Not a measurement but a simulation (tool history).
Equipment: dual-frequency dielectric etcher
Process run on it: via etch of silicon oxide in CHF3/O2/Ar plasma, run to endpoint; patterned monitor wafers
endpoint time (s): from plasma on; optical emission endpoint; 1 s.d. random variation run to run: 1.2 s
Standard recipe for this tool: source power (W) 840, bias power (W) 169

run	hour	source power (W)	bias power (W)	incoming incoming film thickness, nm	endpoint time (s)
1	0	750	169	719.5	341.2
2	38	750	169	705.8	336.2
3	124.2	840	169	713.4	330.5
4	229.2	840	169	716.7	328.5
5	283.4	840	169	721.5	333
# hour 343.5: source power generator calibrated
6	354.6	840	169	708.2	324.8
7	435.1	760	169	713.7	331.4
# hour 501.1: wet clean of the chamber
8	516.2	760	169	710.6	336.7
# hour 554.4: bias power generator calibrated
9	578.5	840	169	712.1	329.2
10	621.6	840	169	720.4	334.7
11	859.6	840	169	707.4	323.5
12	905.6	760	169	717.2	334.3
13	953.9	660	210	721.5	309.6
14	998.8	840	169	715.4	325.6
# hour 1094.1: wet clean of the chamber
15	1094.6	760	169	715.1	340.1
16	1150	900	190	717.7	310.4
17	1257	840	169	709.4	327.9
# hour 1386.1: upper electrode replaced
18	1551.1	730	193	715.4	316.5
19	1653.2	840	160	715.9	333.9
20	1701.2	670	129	716	393.8
21	1761.6	770	154	716	347.7
# hour 1809: wet clean of the chamber
22	1828.3	730	133	709.7	386.5
23	1909.1	840	169	710.9	331.6
24	2010.1	1040	139	707.3	345.6
25	2095.3	980	185	711.4	302.5
26	2137.7	650	208	709.9	308
27	2249.6	660	182	717.1	331.6
28	2308.2	640	187	717.7	326.8
29	2392.2	970	190	709.7	297.2
# hour 2454.1: wet clean of the chamber
30	2454.6	660	147	711.6	375.8
31	2503.5	840	169	715.3	333.3
32	2577.6	700	169	722.5	347.6
33	2623	1020	143	710.8	346.4
34	2693.5	1030	146	719.8	347.3

For each run, the measured value with the value that run would have given without the tool's hidden condition subtracted. The run-to-run variation is shared by both, the gauge scatter possibly not:
The tool's hidden condition here consists of: etch rate over this chamber's usual, %; source power that arrives over what is set, %; bias power that arrives over what is set, %.
run	endpoint time (s)
1	-1
2	-1.4
3	-2.1
4	-3.1
5	-3.7
6	-4.3
7	-5.2
8	-0.9
9	-1.5
10	-1.9
11	-4.1
12	-4.7
13	-4.8
14	-5.5
15	-1.2
16	-1.6
17	-2.7
18	-5.3
19	-6.7
20	-8.4
21	-8
22	-0.7
23	-1.4
24	-2.5
25	-2.9
26	-3.4
27	-4.7
28	-5.2
29	-5.5
30	+1.7
31	+1.1
32	+0.3
33	-0.1
34	-0.8
